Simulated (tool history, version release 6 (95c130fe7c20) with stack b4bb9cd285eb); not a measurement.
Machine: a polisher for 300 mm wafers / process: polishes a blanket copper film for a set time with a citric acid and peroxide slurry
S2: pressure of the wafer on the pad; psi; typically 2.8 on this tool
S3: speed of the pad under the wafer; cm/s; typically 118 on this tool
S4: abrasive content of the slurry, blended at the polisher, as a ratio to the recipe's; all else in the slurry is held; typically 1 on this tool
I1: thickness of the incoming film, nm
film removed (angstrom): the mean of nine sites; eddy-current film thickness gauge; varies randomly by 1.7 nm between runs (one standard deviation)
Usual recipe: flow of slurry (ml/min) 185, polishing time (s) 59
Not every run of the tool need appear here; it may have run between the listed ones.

run 1 hour=0 | flow_of_slurry_(ml/min)=185 S2=2.8 S3=118 S4=1 polishing_time_(s)=64 | I1=660 | film_removed_(angstrom)=1319
run 2 hour=29.8 | flow_of_slurry_(ml/min)=185 S2=2.8 S3=118 S4=1 polishing_time_(s)=64 | I1=667 | film_removed_(angstrom)=1308
run 3 hour=82.1 | flow_of_slurry_(ml/min)=185 S2=2.8 S3=118 S4=1 polishing_time_(s)=64 | I1=663.4 | film_removed_(angstrom)=1239
run 4 hour=129.3 | flow_of_slurry_(ml/min)=185 S2=2.8 S3=118 S4=1 polishing_time_(s)=75 | I1=678.8 | film_removed_(angstrom)=1463
-- hour=188.1 worn pad replaced by a new one
run 5 hour=194.7 | flow_of_slurry_(ml/min)=185 S2=2.8 S3=118 S4=1 polishing_time_(s)=75 | I1=669.6 | film_removed_(angstrom)=1583
run 6 hour=241.5 | flow_of_slurry_(ml/min)=185 S2=2.8 S3=118 S4=1 polishing_time_(s)=59 | I1=661.9 | film_removed_(angstrom)=1229
run 7 hour=300.2 | flow_of_slurry_(ml/min)=185 S2=2.8 S3=118 S4=1 polishing_time_(s)=59 | I1=666.9 | film_removed_(angstrom)=1182
run 8 hour=362.4 | flow_of_slurry_(ml/min)=185 S2=2.8 S3=118 S4=1 polishing_time_(s)=59 | I1=674.5 | film_removed_(angstrom)=1144
run 9 hour=427.5 | flow_of_slurry_(ml/min)=185 S2=2.8 S3=118 S4=1 polishing_time_(s)=64 | I1=667.5 | film_removed_(angstrom)=1206
run 10 hour=454.8 | flow_of_slurry_(ml/min)=145 S2=2.8 S3=118 S4=1.25 polishing_time_(s)=59 | I1=669.1 | film_removed_(angstrom)=1131
-- hour=479.6 slurry blender recalibrated
run 11 hour=506.7 | flow_of_slurry_(ml/min)=155 S2=2.5 S3=118 S4=1.25 polishing_time_(s)=68 | I1=664.1 | film_removed_(angstrom)=1346
-- hour=539.7 head pressure recalibrated
run 12 hour=574.7 | flow_of_slurry_(ml/min)=185 S2=1.9 S3=118 S4=1 polishing_time_(s)=65 | I1=679.2 | film_removed_(angstrom)=1042
run 13 hour=599.8 | flow_of_slurry_(ml/min)=185 S2=2.8 S3=118 S4=1 polishing_time_(s)=59 | I1=670.5 | film_removed_(angstrom)=1140
run 14 hour=653.1 | flow_of_slurry_(ml/min)=120 S2=2.8 S3=118 S4=1 polishing_time_(s)=42 | I1=665.7 | film_removed_(angstrom)=774
-- hour=704.7 worn pad replaced by a new one
run 15 hour=719.5 | flow_of_slurry_(ml/min)=185 S2=2.4 S3=118 S4=1 polishing_time_(s)=59 | I1=668.7 | film_removed_(angstrom)=1111
run 16 hour=764.2 | flow_of_slurry_(ml/min)=185 S2=1.9 S3=154 S4=1 polishing_time_(s)=47 | I1=660.1 | film_removed_(angstrom)=982
run 17 hour=811 | flow_of_slurry_(ml/min)=185 S2=2.8 S3=118 S4=1.2 polishing_time_(s)=80 | I1=669.2 | film_removed_(angstrom)=1625
run 18 hour=858.7 | flow_of_slurry_(ml/min)=125 S2=2.8 S3=92 S4=1.15 polishing_time_(s)=59 | I1=669.6 | film_removed_(angstrom)=895
-- hour=885 slurry nozzle cleaned
run 19 hour=925.6 | flow_of_slurry_(ml/min)=160 S2=2.8 S3=144 S4=1 polishing_time_(s)=59 | I1=664.8 | film_removed_(angstrom)=1341
-- hour=965.1 slurry blender recalibrated
run 20 hour=978.4 | flow_of_slurry_(ml/min)=185 S2=2.8 S3=118 S4=1 polishing_time_(s)=44 | I1=672.3 | film_removed_(angstrom)=902
run 21 hour=1028.6 | flow_of_slurry_(ml/min)=200 S2=2.8 S3=118 S4=1 polishing_time_(s)=59 | I1=662.6 | film_removed_(angstrom)=1219
run 22 hour=1092.4 | flow_of_slurry_(ml/min)=185 S2=2.8 S3=90 S4=1.25 polishing_time_(s)=68 | I1=663.9 | film_removed_(angstrom)=1100
run 23 hour=1161.1 | flow_of_slurry_(ml/min)=185 S2=2.8 S3=118 S4=1 polishing_time_(s)=59 | I1=670.6 | film_removed_(angstrom)=1141
run 24 hour=1187 | flow_of_slurry_(ml/min)=185 S2=2.8 S3=118 S4=1.3 polishing_time_(s)=46 | I1=661.2 | film_removed_(angstrom)=944
-- hour=1250.3 worn pad replaced by a new one
run 25 hour=1256.7 | flow_of_slurry_(ml/min)=185 S2=3.5 S3=118 S4=1 polishing_time_(s)=59 | I1=675.2 | film_removed_(angstrom)=1473
run 26 hour=1328.3 | flow_of_slurry_(ml/min)=185 S2=2.8 S3=90 S4=1 polishing_time_(s)=68 | I1=669.7 | film_removed_(angstrom)=1027
run 27 hour=1382.7 | flow_of_slurry_(ml/min)=185 S2=2.8 S3=118 S4=0.8 polishing_time_(s)=59 | I1=672.6 | film_removed_(angstrom)=1085
run 28 hour=1418.5 | flow_of_slurry_(ml/min)=245 S2=2.8 S3=118 S4=1 polishing_time_(s)=59 | I1=667.5 | film_removed_(angstrom)=1164
run 29 hour=1453.9 | flow_of_slurry_(ml/min)=160 S2=2.8 S3=136 S4=1 polishing_time_(s)=59 | I1=675.5 | film_removed_(angstrom)=1292
-- hour=1492.3 head pressure recalibrated
run 30 hour=1505.8 | flow_of_slurry_(ml/min)=185 S2=3.3 S3=96 S4=1 polishing_time_(s)=67 | I1=678.5 | film_removed_(angstrom)=1179

What if the next run were any one of these 4? Each begins from the tool's condition after run 30:
run A hour=1506.2 | flow_of_slurry_(ml/min)=185 S2=2.8 S3=118 S4=0.9 polishing_time_(s)=59 | I1=659.3 | film_removed_(angstrom)=?
run B hour=1506.2 | flow_of_slurry_(ml/min)=215 S2=3.4 S3=98 S4=0.9 polishing_time_(s)=59 | I1=659.3 | film_removed_(angstrom)=?
run C hour=1506.2 | flow_of_slurry_(ml/min)=150 S2=2.8 S3=118 S4=1 polishing_time_(s)=59 | I1=659.3 | film_removed_(angstrom)=?
run D hour=1506.2 | flow_of_slurry_(ml/min)=185 S2=2.4 S3=78 S4=1 polishing_time_(s)=59 | I1=659.3 | film_removed_(angstrom)=?

run=A film_removed_(angstrom)=1080
run=B film_removed_(angstrom)=1047
run=C film_removed_(angstrom)=1076
run=D film_removed_(angstrom)=684
With the hidden condition removed and each run's random variation left untouched, the same runs would have given:
run=A film_removed_(angstrom)=1318
run=B film_removed_(angstrom)=1277
run=C film_removed_(angstrom)=1314
run=D film_removed_(angstrom)=836

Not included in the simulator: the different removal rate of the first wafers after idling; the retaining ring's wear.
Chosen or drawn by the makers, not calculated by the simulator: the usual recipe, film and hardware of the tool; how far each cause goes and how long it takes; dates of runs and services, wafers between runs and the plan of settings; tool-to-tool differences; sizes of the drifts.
